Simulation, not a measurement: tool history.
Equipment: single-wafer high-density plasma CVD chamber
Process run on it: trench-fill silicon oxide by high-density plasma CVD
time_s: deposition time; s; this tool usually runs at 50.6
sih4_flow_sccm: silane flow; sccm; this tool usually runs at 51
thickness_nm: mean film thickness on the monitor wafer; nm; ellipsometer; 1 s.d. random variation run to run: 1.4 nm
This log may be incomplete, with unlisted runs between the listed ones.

run,hour,time_s,sih4_flow_sccm,"read-back reference wafer on the same gauge, thickness_nm",thickness_nm
1,0.0,50.6,51,193.084,244.992
2,105.8,47.7,51,192.754,232.458
3,208.0,47.7,51,193.137,232.977
4,294.3,47.7,51,192.795,233.118
5,338.1,55.7,55,193.143,294.305
6,388.6,55.7,55,193.180,294.876
7,425.4,50.6,51,192.896,250.789
8,517.7,50.6,51,192.841,250.573
9,596.5,50.6,51,192.934,252.313
10,694.3,46.8,51,193.023,236.100
11,766.2,46.8,51,192.945,232.327
12,820.6,46.8,51,193.191,235.022
13,914.3,50.6,56,193.031,278.721
# hour 921.8: gauge calibrated
14,1021.4,50.6,51,192.763,255.581
15,1128.2,50.6,51,193.224,254.851
# hour 1182.4: silane flow controller replaced
16,1216.8,50.6,51,193.061,240.465
17,1266.3,50.6,51,193.103,238.032
18,1310.1,50.6,51,193.016,239.423
19,1356.7,50.6,51,193.138,238.813
20,1458.7,50.6,51,192.924,241.039
21,1498.1,50.6,51,192.990,242.122
22,1542.8,50.6,51,193.190,241.306
23,1607.7,46.8,51,193.022,221.878
24,1670.8,44.8,51,193.042,214.460
25,1753.3,50.6,51,193.025,243.109
26,1807.8,50.6,57,192.810,274.707
27,1896.2,42.8,56,192.941,227.009
28,2000.0,47.9,55,192.918,251.434
29,2044.6,41.4,59,192.855,232.586
30,2111.5,50.6,51,192.986,245.992
31,2171.8,50.6,51,192.981,247.217
32,2216.8,54.3,48,192.763,248.626
33,2282.5,50.6,51,192.881,247.146
34,2358.2,50.6,54,192.703,264.071
# hour 2448.7: gauge calibrated
35,2459.3,44.2,45,193.016,191.253
36,2523.2,58.5,55,192.965,314.494
37,2574.6,57.2,42,192.916,234.718
38,2625.4,50.6,51,193.248,252.799
# hour 2665.5: silane flow controller replaced
39,2724.6,46.8,57,193.077,252.878
40,2791.4,50.6,57,193.244,267.425
41,2829.0,50.6,51,193.002,242.509
42,2884.5,45.3,61,192.819,260.983
43,2975.2,50.6,59,193.103,280.457

Results for each run, recomputed without the tool's hidden state and with each run's random variation untouched:
Hidden state at play: delivered silane flow above the setpoint (%); gauge reads high (%).
run,thickness_nm
1,238.846
2,225.763
3,225.438
4,224.879
5,283.459
6,283.498
7,240.796
8,239.801
9,240.792
10,224.542
11,220.396
12,222.527
13,263.037
14,240.299
15,238.723
16,242.011
17,239.121
18,240.126
19,239.099
20,240.418
21,241.147
22,239.939
23,220.094
24,212.243
25,239.870
26,270.508
27,222.820
28,245.865
29,227.067
30,239.575
31,240.245
32,241.223
33,239.223
34,254.912
35,183.954
36,301.804
37,224.836
38,241.720
39,251.839
40,265.671
41,240.585
42,258.386
43,276.744

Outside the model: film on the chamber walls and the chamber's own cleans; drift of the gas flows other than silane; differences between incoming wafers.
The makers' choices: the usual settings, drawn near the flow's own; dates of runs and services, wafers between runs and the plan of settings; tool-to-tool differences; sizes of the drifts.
